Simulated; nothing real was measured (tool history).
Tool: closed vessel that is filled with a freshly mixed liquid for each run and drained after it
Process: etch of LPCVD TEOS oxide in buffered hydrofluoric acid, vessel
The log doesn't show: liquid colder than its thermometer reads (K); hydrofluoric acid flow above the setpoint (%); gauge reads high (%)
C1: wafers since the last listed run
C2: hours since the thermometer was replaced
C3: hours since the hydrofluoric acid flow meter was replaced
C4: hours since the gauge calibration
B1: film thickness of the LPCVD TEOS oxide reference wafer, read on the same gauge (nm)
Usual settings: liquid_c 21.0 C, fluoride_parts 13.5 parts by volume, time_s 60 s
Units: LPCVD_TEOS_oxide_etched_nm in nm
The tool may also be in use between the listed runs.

run 1 hour=0.0 | liquid_c=21.0 fluoride_parts=13.5 time_s=60 | C1=0 C2=1638.5 C3=89.9 C4=1338.2 | B1=110.02 | LPCVD_TEOS_oxide_etched_nm=98.19
run 2 hour=71.8 | liquid_c=21.0 fluoride_parts=13.5 time_s=60 | C1=10894 C2=1710.3 C3=161.7 C4=1410.0 | B1=110.05 | LPCVD_TEOS_oxide_etched_nm=97.13
run 3 hour=129.1 | liquid_c=21.0 fluoride_parts=13.5 time_s=60 | C1=8694 C2=1767.6 C3=219.0 C4=1467.3 | B1=110.00 | LPCVD_TEOS_oxide_etched_nm=97.72
run 4 hour=224.5 | liquid_c=24.5 fluoride_parts=13.5 time_s=85 | C1=14474 C2=1863.0 C3=314.4 C4=1562.7 | B1=109.97 | LPCVD_TEOS_oxide_etched_nm=167.82
run 5 hour=325.2 | liquid_c=21.0 fluoride_parts=9.5 time_s=60 | C1=15279 C2=1963.7 C3=415.1 C4=1663.4 | B1=109.99 | LPCVD_TEOS_oxide_etched_nm=133.24
run 6 hour=376.3 | liquid_c=21.0 fluoride_parts=13.5 time_s=60 | C1=7753 C2=2014.8 C3=466.2 C4=1714.5 | B1=110.04 | LPCVD_TEOS_oxide_etched_nm=97.86
-- hour=396.8 hydrofluoric acid flow meter replaced
run 7 hour=453.9 | liquid_c=21.0 fluoride_parts=13.5 time_s=60 | C1=11622 C2=2092.4 C3=57.1 C4=1792.1 | B1=110.00 | LPCVD_TEOS_oxide_etched_nm=97.64
run 8 hour=541.4 | liquid_c=21.0 fluoride_parts=15.0 time_s=60 | C1=13276 C2=2179.9 C3=144.6 C4=1879.6 | B1=109.97 | LPCVD_TEOS_oxide_etched_nm=88.09
run 9 hour=634.1 | liquid_c=17.5 fluoride_parts=12.0 time_s=60 | C1=14065 C2=2272.6 C3=237.3 C4=1972.3 | B1=110.04 | LPCVD_TEOS_oxide_etched_nm=89.32
run 10 hour=673.6 | liquid_c=17.5 fluoride_parts=12.0 time_s=60 | C1=5993 C2=2312.1 C3=276.8 C4=2011.8 | B1=110.01 | LPCVD_TEOS_oxide_etched_nm=90.60
run 11 hour=713.3 | liquid_c=21.0 fluoride_parts=13.5 time_s=60 | C1=6023 C2=2351.8 C3=316.5 C4=2051.5 | B1=110.03 | LPCVD_TEOS_oxide_etched_nm=97.83
run 12 hour=792.6 | liquid_c=22.5 fluoride_parts=15.5 time_s=60 | C1=12032 C2=2431.1 C3=395.8 C4=2130.8 | B1=110.01 | LPCVD_TEOS_oxide_etched_nm=92.08
run 13 hour=842.9 | liquid_c=22.5 fluoride_parts=15.5 time_s=60 | C1=7631 C2=2481.4 C3=446.1 C4=2181.1 | B1=110.01 | LPCVD_TEOS_oxide_etched_nm=92.23
run 14 hour=940.5 | liquid_c=22.5 fluoride_parts=15.5 time_s=60 | C1=14808 C2=2579.0 C3=543.7 C4=2278.7 | B1=109.97 | LPCVD_TEOS_oxide_etched_nm=93.17
-- hour=984.7 hydrofluoric acid flow meter replaced
run 15 hour=1117.2 | liquid_c=21.0 fluoride_parts=13.5 time_s=60 | C1=26658 C2=2755.7 C3=132.5 C4=2455.4 | B1=110.04 | LPCVD_TEOS_oxide_etched_nm=97.60
run 16 hour=1183.8 | liquid_c=17.0 fluoride_parts=8.5 time_s=60 | C1=10105 C2=2822.3 C3=199.1 C4=2522.0 | B1=110.02 | LPCVD_TEOS_oxide_etched_nm=117.99
-- hour=1252.5 thermometer replaced
run 17 hour=1269.5 | liquid_c=23.0 fluoride_parts=13.5 time_s=50 | C1=12851 C2=17.0 C3=284.8 C4=2607.7 | B1=110.03 | LPCVD_TEOS_oxide_etched_nm=91.40
-- hour=1300.8 gauge calibrated
run 18 hour=1330.5 | liquid_c=21.0 fluoride_parts=13.5 time_s=60 | C1=9255 C2=78.0 C3=345.8 C4=29.7 | B1=110.00 | LPCVD_TEOS_oxide_etched_nm=96.75
run 19 hour=1412.8 | liquid_c=21.0 fluoride_parts=13.5 time_s=85 | C1=12487 C2=160.3 C3=428.1 C4=112.0 | B1=110.00 | LPCVD_TEOS_oxide_etched_nm=137.88
run 20 hour=1479.0 | liquid_c=21.0 fluoride_parts=11.0 time_s=60 | C1=10044 C2=226.5 C3=494.3 C4=178.2 | B1=110.03 | LPCVD_TEOS_oxide_etched_nm=119.62
run 21 hour=1582.2 | liquid_c=21.0 fluoride_parts=13.5 time_s=60 | C1=15658 C2=329.7 C3=597.5 C4=281.4 | B1=110.03 | LPCVD_TEOS_oxide_etched_nm=97.15
-- hour=1623.0 hydrofluoric acid flow meter replaced
run 22 hour=1633.5 | liquid_c=21.0 fluoride_parts=13.5 time_s=60 | C1=7631 C2=381.0 C3=10.5 C4=332.7 | B1=110.05 | LPCVD_TEOS_oxide_etched_nm=97.13
run 23 hour=1673.2 | liquid_c=21.0 fluoride_parts=13.5 time_s=60 | C1=6023 C2=420.7 C3=50.2 C4=372.4 | B1=110.05 | LPCVD_TEOS_oxide_etched_nm=97.74
run 24 hour=1766.8 | liquid_c=21.0 fluoride_parts=13.5 time_s=60 | C1=14201 C2=514.3 C3=143.8 C4=466.0 | B1=110.00 | LPCVD_TEOS_oxide_etched_nm=96.85
run 25 hour=1846.9 | liquid_c=19.5 fluoride_parts=13.5 time_s=60 | C1=12153 C2=594.4 C3=223.9 C4=546.1 | B1=110.04 | LPCVD_TEOS_oxide_etched_nm=89.92
run 26 hour=1902.0 | liquid_c=19.5 fluoride_parts=18.0 time_s=60 | C1=8360 C2=649.5 C3=279.0 C4=601.2 | B1=110.02 | LPCVD_TEOS_oxide_etched_nm=67.53
run 27 hour=1978.1 | liquid_c=17.0 fluoride_parts=15.5 time_s=60 | C1=11546 C2=725.6 C3=355.1 C4=677.3 | B1=109.98 | LPCVD_TEOS_oxide_etched_nm=68.75
-- hour=2128.3 hydrofluoric acid flow meter replaced
run 28 hour=2233.5 | liquid_c=21.0 fluoride_parts=13.5 time_s=60 | C1=38599 C2=981.0 C3=105.2 C4=932.7 | B1=109.99 | LPCVD_TEOS_oxide_etched_nm=97.69
run 29 hour=2314.5 | liquid_c=19.0 fluoride_parts=13.5 time_s=60 | C1=12289 C2=1062.0 C3=186.2 C4=1013.7 | B1=109.99 | LPCVD_TEOS_oxide_etched_nm=87.30
run 30 hour=2410.6 | liquid_c=25.0 fluoride_parts=18.0 time_s=85 | C1=14581 C2=1158.1 C3=282.3 C4=1109.8 | B1=110.02 | LPCVD_TEOS_oxide_etched_nm=128.71
run 31 hour=2463.3 | liquid_c=21.0 fluoride_parts=18.5 time_s=40 | C1=7996 C2=1210.8 C3=335.0 C4=1162.5 | B1=110.04 | LPCVD_TEOS_oxide_etched_nm=47.73

Hidden state at the last listed run before each entry between runs and at the first one after, where it differs:
Between runs 6 and 7: hydrofluoric acid flow meter replaced (hour 396.8)
  no hidden state differs between the two runs
Between runs 14 and 15: hydrofluoric acid flow meter replaced (hour 984.7)
  no hidden state differs between the two runs
Between runs 16 and 17: thermometer replaced (hour 1252.5)
  no hidden state differs between the two runs
Between runs 17 and 18: gauge calibrated (hour 1300.8)
  no hidden state differs between the two runs
Between runs 21 and 22: hydrofluoric acid flow meter replaced (hour 1623.0)
  no hidden state differs between the two runs
Between runs 27 and 28: hydrofluoric acid flow meter replaced (hour 2128.3)
  no hidden state differs between the two runs

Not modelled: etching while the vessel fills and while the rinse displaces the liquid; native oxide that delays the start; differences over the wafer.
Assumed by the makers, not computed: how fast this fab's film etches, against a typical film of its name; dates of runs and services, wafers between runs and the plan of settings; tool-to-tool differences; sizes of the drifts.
